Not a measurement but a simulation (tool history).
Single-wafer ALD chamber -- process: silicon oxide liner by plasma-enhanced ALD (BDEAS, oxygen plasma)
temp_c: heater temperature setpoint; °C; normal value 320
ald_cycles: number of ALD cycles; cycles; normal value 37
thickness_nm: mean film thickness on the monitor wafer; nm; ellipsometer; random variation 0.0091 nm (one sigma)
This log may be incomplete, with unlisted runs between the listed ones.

run    hour  temp_c  ald_cycles  wafers since the last listed run  hours since the last thermocouple change  hours since the gauge calibration  read-back reference wafer on the same gauge, thickness_nm  thickness_nm
  1     0.0     320          37                                 0                                    1963.2                              340.8                                                      4.324         3.636
  2    30.3     320          35                               179                                    1993.5                              371.1                                                      4.317         3.462
  3    91.9     320          37                               364                                    2055.1                              432.7                                                      4.322         3.633
  4   127.6     320          37                               211                                    2090.8                              468.4                                                      4.312         3.646
  5   148.9     320          37                               126                                    2112.1                              489.7                                                      4.310         3.637
  6   228.0     320          37                               467                                    2191.2                              568.8                                                      4.306         3.645
  7   245.1     320          37                               101                                    2208.3                              585.9                                                      4.305         3.613
  8   280.5     320          37                               209                                    2243.7                              621.3                                                      4.298         3.628
  9   312.7     320          37                               190                                    2275.9                              653.5                                                      4.294         3.639
 10   329.0     320          37                                96                                    2292.2                              669.8                                                      4.299         3.622
 11   350.3     320          33                               126                                    2313.5                              691.1                                                      4.304         3.217
 12   371.2     320          33                               123                                    2334.4                              712.0                                                      4.297         3.222
 13   398.0     320          37                               158                                    2361.2                              738.8                                                      4.296         3.615
 14   433.9     320          37                               212                                    2397.1                              774.7                                                      4.287         3.611
      450.5  -- thermocouple changed; heater temperature recalibrated
 15   457.4     320          37                                91                                       6.9                              798.2                                                      4.287         3.618
 16   470.1     320          32                                75                                      19.6                              810.9                                                      4.285         3.132
 17   516.0     320          32                               271                                      65.5                              856.8                                                      4.286         3.121
 18   539.7     320          37                               140                                      89.2                              880.5                                                      4.275         3.613
 19   577.8     309          34                               225                                     127.3                              918.6                                                      4.275         3.349
 20   595.6     312          40                               105                                     145.1                              936.4                                                      4.272         3.943
 21   618.9     325          43                               137                                     168.4                              959.7                                                      4.271         4.158
      625.3  -- gauge calibrated
 22   647.2     320          40                               167                                     196.7                               21.9                                                      4.320         3.948
 23   669.2     307          44                               130                                     218.7                               43.9                                                      4.316         4.407
 24   689.8     325          42                               121                                     239.3                               64.5                                                      4.321         4.117
 25   710.1     320          37                               120                                     259.6                               84.8                                                      4.318         3.639
 26   742.6     320          44                               192                                     292.1                              117.3                                                      4.320         4.334
 27   807.2     320          37                               382                                     356.7                              181.9                                                      4.321         3.644
 28   825.9     320          37                               110                                     375.4                              200.6                                                      4.318         3.639
 29   855.6     324          37                               175                                     405.1                              230.3                                                      4.313         3.625
 30   884.1     333          41                               168                                     433.6                              258.8                                                      4.316         3.942
 31   900.0     320          37                                94                                     449.5                              274.7                                                      4.318         3.642
 32   923.7     316          33                               140                                     473.2                              298.4                                                      4.316         3.259
 33  1007.5     313          37                               495                                     557.0                              382.2                                                      4.312         3.667
 34  1037.3     314          31                               176                                     586.8                              412.0                                                      4.312         3.083
 35  1051.6     312          37                                84                                     601.1                              426.3                                                      4.306         3.676
 36  1109.0     315          30                               339                                     658.5                              483.7                                                      4.309         2.962
 37  1138.3     320          37                               173                                     687.8                              513.0                                                      4.304         3.616

What was the tool's hidden state at every run in the log?
wafer temperature above the value expected at the setpoint (K): 0 at every run
H1: gauge reads high (%)
run      H1
  1  -0.228
  2   -0.26
  3  -0.335
  4  -0.383
  5  -0.414
  6   -0.54
  7   -0.57
  8  -0.634
  9  -0.696
 10  -0.729
 11  -0.772
 12  -0.817
 13  -0.875
 14  -0.957
 15   -1.01
 16   -1.04
 17   -1.16
 18   -1.22
 19   -1.32
 20   -1.37
 21   -1.44
 22    -0.2
 23  -0.202
 24  -0.205
 25   -0.21
 26   -0.22
 27  -0.249
 28   -0.26
 29  -0.279
 30    -0.3
 31  -0.313
 32  -0.333
 33  -0.419
 34  -0.455
 35  -0.473
 36  -0.552
 37  -0.596
